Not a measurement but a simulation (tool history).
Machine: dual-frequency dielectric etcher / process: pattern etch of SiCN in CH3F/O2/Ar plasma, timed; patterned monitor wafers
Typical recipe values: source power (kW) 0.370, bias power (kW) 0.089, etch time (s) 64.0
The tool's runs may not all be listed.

run,day,source power (kW),bias power (kW),etch time (s),wafers since the last listed run,hours since the last wet clean,hours since the last source power generator calibration,hours since the last bias power generator calibration,hours since the last upper electrode change,hours since the gauge calibration,"read-back reference wafer on the same gauge, depth_nm",mean etch depth across the wafer (Å)
1,0.000,0.320,0.089,64.0,0,104.7,2131.1,2048.2,1562.7,590.5,29.91,229.1
2,5.654,0.320,0.089,64.0,1767,240.4,2266.8,2183.9,1698.4,726.2,29.93,229.0
3,7.996,0.370,0.089,64.0,732,296.6,2323.0,2240.1,1754.6,782.4,29.89,251.5
4,10.900,0.370,0.089,64.0,907,366.3,2392.7,2309.8,1824.3,852.1,29.89,251.4
5,13.171,0.340,0.089,64.0,709,420.8,2447.2,2364.3,1878.8,906.6,29.88,238.4
6,15.462,0.340,0.089,64.0,716,475.8,2502.2,2419.3,1933.8,961.6,29.87,237.6
# day 17.283: wet clean of the chamber
7,17.304,0.370,0.089,64.0,263,0.5,2546.4,2463.5,1978.0,1005.8,29.87,252.3
8,18.679,0.370,0.089,64.0,429,33.5,2579.4,2496.5,2011.0,1038.8,29.90,253.0
9,19.854,0.370,0.089,64.0,367,61.7,2607.6,2524.7,2039.2,1067.0,29.91,252.1
# day 20.175: source power generator calibrated
10,21.667,0.370,0.089,64.0,514,105.2,35.8,2568.2,2082.7,1110.5,29.87,252.8
11,24.458,0.370,0.089,64.0,872,172.2,102.8,2635.2,2149.7,1177.5,29.87,251.0
12,25.946,0.370,0.089,64.0,465,207.9,138.5,2670.9,2185.4,1213.2,29.88,252.1
13,27.533,0.420,0.068,52.5,496,246.0,176.6,2709.0,2223.5,1251.3,29.86,202.0
# day 29.662: gauge calibrated
14,30.150,0.370,0.103,64.0,818,308.8,239.4,2771.8,2286.3,11.7,29.93,266.1
15,31.358,0.370,0.089,64.0,377,337.8,268.4,2800.8,2315.3,40.7,29.86,250.2

The next listed run, before its measurement:
16,33.775,0.300,0.089,64.0,755,395.8,326.4,2858.8,2373.3,98.7,?,?

read-back reference wafer on the same gauge, depth_nm: 29.88
mean etch depth across the wafer (Å): 220.2
The same run, on a tool lacking any hidden state, would have yielded mean etch depth across the wafer (Å) 221.9.
